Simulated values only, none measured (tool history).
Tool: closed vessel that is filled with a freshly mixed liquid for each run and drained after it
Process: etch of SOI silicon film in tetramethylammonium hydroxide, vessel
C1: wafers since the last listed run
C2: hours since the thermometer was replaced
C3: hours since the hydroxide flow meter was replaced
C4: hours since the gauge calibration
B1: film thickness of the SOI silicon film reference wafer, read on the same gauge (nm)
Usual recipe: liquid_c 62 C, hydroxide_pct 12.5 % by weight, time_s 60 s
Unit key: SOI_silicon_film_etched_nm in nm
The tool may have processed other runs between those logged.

run 1 hour=0 | liquid_c=64 hydroxide_pct=12.5 time_s=60 | C1=0 C2=470.5 C3=2076.9 C4=734 | B1=100 | SOI_silicon_film_etched_nm=290.29
run 2 hour=30.3 | liquid_c=64 hydroxide_pct=12.5 time_s=60 | C1=4458 C2=500.8 C3=2107.2 C4=764.3 | B1=100.02 | SOI_silicon_film_etched_nm=287.38
run 3 hour=81.2 | liquid_c=62 hydroxide_pct=12.5 time_s=60 | C1=7490 C2=551.7 C3=2158.1 C4=815.2 | B1=100.02 | SOI_silicon_film_etched_nm=256.31
run 4 hour=140.6 | liquid_c=62 hydroxide_pct=12.5 time_s=60 | C1=8740 C2=611.1 C3=2217.5 C4=874.6 | B1=99.99 | SOI_silicon_film_etched_nm=254.49
run 5 hour=191 | liquid_c=62 hydroxide_pct=12.5 time_s=60 | C1=7416 C2=661.5 C3=2267.9 C4=925 | B1=100.01 | SOI_silicon_film_etched_nm=255.84
run 6 hour=235.8 | liquid_c=62 hydroxide_pct=12.5 time_s=60 | C1=6592 C2=706.3 C3=2312.7 C4=969.8 | B1=100.01 | SOI_silicon_film_etched_nm=255.17
run 7 hour=268.3 | liquid_c=62 hydroxide_pct=12.5 time_s=60 | C1=4782 C2=738.8 C3=2345.2 C4=1002.3 | B1=99.99 | SOI_silicon_film_etched_nm=254.75
run 8 hour=312.4 | liquid_c=62 hydroxide_pct=12.5 time_s=60 | C1=6489 C2=782.9 C3=2389.3 C4=1046.4 | B1=100 | SOI_silicon_film_etched_nm=255.35
run 9 hour=368.3 | liquid_c=62 hydroxide_pct=12.5 time_s=60 | C1=8225 C2=838.8 C3=2445.2 C4=1102.3 | B1=100.01 | SOI_silicon_film_etched_nm=254.75
run 10 hour=433.1 | liquid_c=62 hydroxide_pct=10.5 time_s=45 | C1=9535 C2=903.6 C3=2510 C4=1167.1 | B1=100 | SOI_silicon_film_etched_nm=206.83
run 11 hour=503.9 | liquid_c=62 hydroxide_pct=12.5 time_s=60 | C1=10418 C2=974.4 C3=2580.8 C4=1237.9 | B1=100 | SOI_silicon_film_etched_nm=253.61
run 12 hour=543.8 | liquid_c=62 hydroxide_pct=9.5 time_s=85 | C1=5871 C2=1014.3 C3=2620.7 C4=1277.8 | B1=99.98 | SOI_silicon_film_etched_nm=403.23
-- hour=580.6 gauge calibrated
run 13 hour=614 | liquid_c=62 hydroxide_pct=12.5 time_s=60 | C1=10330 C2=1084.5 C3=2690.9 C4=33.4 | B1=100 | SOI_silicon_film_etched_nm=253.56
run 14 hour=644.8 | liquid_c=62 hydroxide_pct=12.5 time_s=60 | C1=4532 C2=1115.3 C3=2721.7 C4=64.2 | B1=100 | SOI_silicon_film_etched_nm=252.24
-- hour=759.2 hydroxide flow meter replaced
-- hour=788.5 thermometer replaced
run 15 hour=801.3 | liquid_c=64 hydroxide_pct=12.5 time_s=60 | C1=22734 C2=12.8 C3=42.1 C4=220.7 | B1=100.01 | SOI_silicon_film_etched_nm=304.61
run 16 hour=841 | liquid_c=59 hydroxide_pct=12.5 time_s=85 | C1=5841 C2=52.5 C3=81.8 C4=260.4 | B1=100 | SOI_silicon_film_etched_nm=314.83
run 17 hour=906.3 | liquid_c=62 hydroxide_pct=14 time_s=60 | C1=9608 C2=117.8 C3=147.1 C4=325.7 | B1=100 | SOI_silicon_film_etched_nm=253.08
run 18 hour=964.3 | liquid_c=62 hydroxide_pct=16 time_s=30 | C1=8534 C2=175.8 C3=205.1 C4=383.7 | B1=99.99 | SOI_silicon_film_etched_nm=119.65
run 19 hour=1013.8 | liquid_c=62 hydroxide_pct=15.5 time_s=30 | C1=7283 C2=225.3 C3=254.6 C4=433.2 | B1=100.01 | SOI_silicon_film_etched_nm=120.29
run 20 hour=1061.1 | liquid_c=57.5 hydroxide_pct=12.5 time_s=60 | C1=6960 C2=272.6 C3=301.9 C4=480.5 | B1=99.99 | SOI_silicon_film_etched_nm=201.98
run 21 hour=1109.6 | liquid_c=62 hydroxide_pct=12.5 time_s=60 | C1=7136 C2=321.1 C3=350.4 C4=529 | B1=100 | SOI_silicon_film_etched_nm=266.66
run 22 hour=1149.8 | liquid_c=68 hydroxide_pct=10 time_s=35 | C1=5915 C2=361.3 C3=390.6 C4=569.2 | B1=99.99 | SOI_silicon_film_etched_nm=242.89
run 23 hour=1177.6 | liquid_c=62 hydroxide_pct=9 time_s=80 | C1=4090 C2=389.1 C3=418.4 C4=597 | B1=100.01 | SOI_silicon_film_etched_nm=402.29
run 24 hour=1244.3 | liquid_c=62 hydroxide_pct=9 time_s=60 | C1=9814 C2=455.8 C3=485.1 C4=663.7 | B1=100 | SOI_silicon_film_etched_nm=301.12

Run by run, hidden condition taken away, random variation retained:
The tool's hidden condition here consists of: liquid colder than its thermometer reads (K); hydroxide flow above the setpoint (%); gauge reads high (%).
run=1 SOI_silicon_film_etched_nm=303.78
run=2 SOI_silicon_film_etched_nm=300.93
run=3 SOI_silicon_film_etched_nm=268.7
run=4 SOI_silicon_film_etched_nm=267.14
run=5 SOI_silicon_film_etched_nm=268.85
run=6 SOI_silicon_film_etched_nm=268.41
run=7 SOI_silicon_film_etched_nm=268.17
run=8 SOI_silicon_film_etched_nm=269.04
run=9 SOI_silicon_film_etched_nm=268.75
run=10 SOI_silicon_film_etched_nm=215.9
run=11 SOI_silicon_film_etched_nm=268.34
run=12 SOI_silicon_film_etched_nm=421.49
run=13 SOI_silicon_film_etched_nm=268.95
run=14 SOI_silicon_film_etched_nm=267.73
run=15 SOI_silicon_film_etched_nm=305.02
run=16 SOI_silicon_film_etched_nm=315.51
run=17 SOI_silicon_film_etched_nm=254.14
run=18 SOI_silicon_film_etched_nm=120.11
run=19 SOI_silicon_film_etched_nm=120.83
run=20 SOI_silicon_film_etched_nm=203.36
run=21 SOI_silicon_film_etched_nm=268.75
run=22 SOI_silicon_film_etched_nm=244.43
run=23 SOI_silicon_film_etched_nm=405.44
run=24 SOI_silicon_film_etched_nm=303.85
